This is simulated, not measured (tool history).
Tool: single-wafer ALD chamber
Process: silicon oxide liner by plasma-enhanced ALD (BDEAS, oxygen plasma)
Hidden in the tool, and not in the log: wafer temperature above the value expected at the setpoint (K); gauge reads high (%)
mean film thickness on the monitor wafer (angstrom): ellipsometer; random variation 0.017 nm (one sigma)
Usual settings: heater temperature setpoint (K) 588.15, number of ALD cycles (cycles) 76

run   hour  heater temperature setpoint (K)  number of ALD cycles (cycles)  wafers since the last listed run  hours since the last thermocouple change  hours since the gauge calibration  read-back reference wafer on the same gauge, thickness_nm  mean film thickness on the monitor wafer (angstrom)
  1    0.0                           588.15                             76                                 0                                    1285.5                              120.1                                                      7.847                                                69.77
  2    8.9                           588.15                             65                                48                                    1294.4                              129.0                                                      7.836                                                59.89
  3   23.7                           588.15                             65                                81                                    1309.2                              143.8                                                      7.838                                                59.45
  4   41.0                           588.15                             76                                94                                    1326.5                              161.1                                                      7.833                                                69.42
  5   57.4                           588.15                             76                                89                                    1342.9                              177.5                                                      7.826                                                69.19
  6   69.5                           588.15                             76                                66                                    1355.0                              189.6                                                      7.812                                                69.43
  7   77.7                           588.15                             76                                44                                    1363.2                              197.8                                                      7.804                                                69.02
  8   94.0                           582.15                             68                                89                                    1379.5                              214.1                                                      7.794                                                62.44
  9  109.2                           588.15                             76                                83                                    1394.7                              229.3                                                      7.792                                                69.20
 10  124.8                           588.15                             76                                85                                    1410.3                              244.9                                                      7.792                                                69.10
 11  131.0                           588.15                             68                                33                                    1416.5                              251.1                                                      7.785                                                61.86
     131.3  -- gauge calibrated
 12  142.2                           588.15                             68                                61                                    1427.7                               10.9                                                      7.858                                                62.56
 13  152.3                           588.15                             68                                55                                    1437.8                               21.0                                                      7.861                                                62.52
 14  169.2                           588.15                             76                                92                                    1454.7                               37.9                                                      7.860                                                69.64
     187.3  -- thermocouple changed; heater temperature recalibrated
 15  187.8                           588.15                             76                                58                                       0.5                               56.5                                                      7.858                                                69.68
 16  196.7                           596.15                             67                                48                                       9.4                               65.4                                                      7.863                                                60.84
 17  206.4                           601.15                             68                                53                                      19.1                               75.1                                                      7.854                                                61.19
 18  218.7                           588.15                             65                                67                                      31.4                               87.4                                                      7.846                                                59.60
 19  226.3                           588.15                             76                                41                                      39.0                               95.0                                                      7.850                                                69.58
 20  236.4                           588.15                             83                                55                                      49.1                              105.1                                                      7.846                                                75.97
 21  247.3                           588.15                             76                                59                                      60.0                              116.0                                                      7.851                                                69.88
 22  260.3                           580.15                             76                                71                                      73.0                              129.0                                                      7.843                                                70.41
 23  267.2                           588.15                             76                                37                                      79.9                              135.9                                                      7.837                                                69.46
 24  275.8                           588.15                             72                                47                                      88.5                              144.5                                                      7.839                                                65.67
 25  289.2                           574.15                             63                                73                                     101.9                              157.9                                                      7.828                                                58.60
 26  298.3                           588.15                             76                                49                                     111.0                              167.0                                                      7.825                                                69.30
 27  313.0                           602.15                             83                                80                                     125.7                              181.7                                                      7.825                                                74.00
 28  329.2                           584.15                             65                                88                                     141.9                              197.9                                                      7.803                                                59.54
 29  346.3                           583.15                             81                                93                                     159.0                              215.0                                                      7.804                                                74.43
     346.8  -- gauge calibrated
 30  360.3                           588.15                             76                                76                                     173.0                               13.5                                                      7.866                                                69.88
 31  376.4                           574.15                             65                                88                                     189.1                               29.6                                                      7.864                                                60.71

5 ways to go on from here, each from the tool as it stands after run 31. What would each give?
  A  376.9                           574.15                             76                                 2                                     189.6                               30.1                                                          ?                                                    ?
  B  376.9                           603.15                             76                                 2                                     189.6                               30.1                                                          ?                                                    ?
  C  376.9                           595.15                             66                                 2                                     189.6                               30.1                                                          ?                                                    ?
  D  376.9                           598.15                             69                                 2                                     189.6                               30.1                                                          ?                                                    ?
  E  376.9                           602.15                             76                                 2                                     189.6                               30.1                                                          ?                                                    ?

run  read-back reference wafer on the same gauge, thickness_nm  mean film thickness on the monitor wafer (angstrom)
  A                                                      7.855                                                71.50
  B                                                      7.855                                                68.43
  C                                                      7.855                                                60.16
  D                                                      7.855                                                62.61
  E                                                      7.855                                                68.54
Without the tool's hidden state the same runs would have given:
run  mean film thickness on the monitor wafer (angstrom)
  A                                                71.50
  B                                                68.43
  C                                                60.16
  D                                                62.60
  E                                                68.53

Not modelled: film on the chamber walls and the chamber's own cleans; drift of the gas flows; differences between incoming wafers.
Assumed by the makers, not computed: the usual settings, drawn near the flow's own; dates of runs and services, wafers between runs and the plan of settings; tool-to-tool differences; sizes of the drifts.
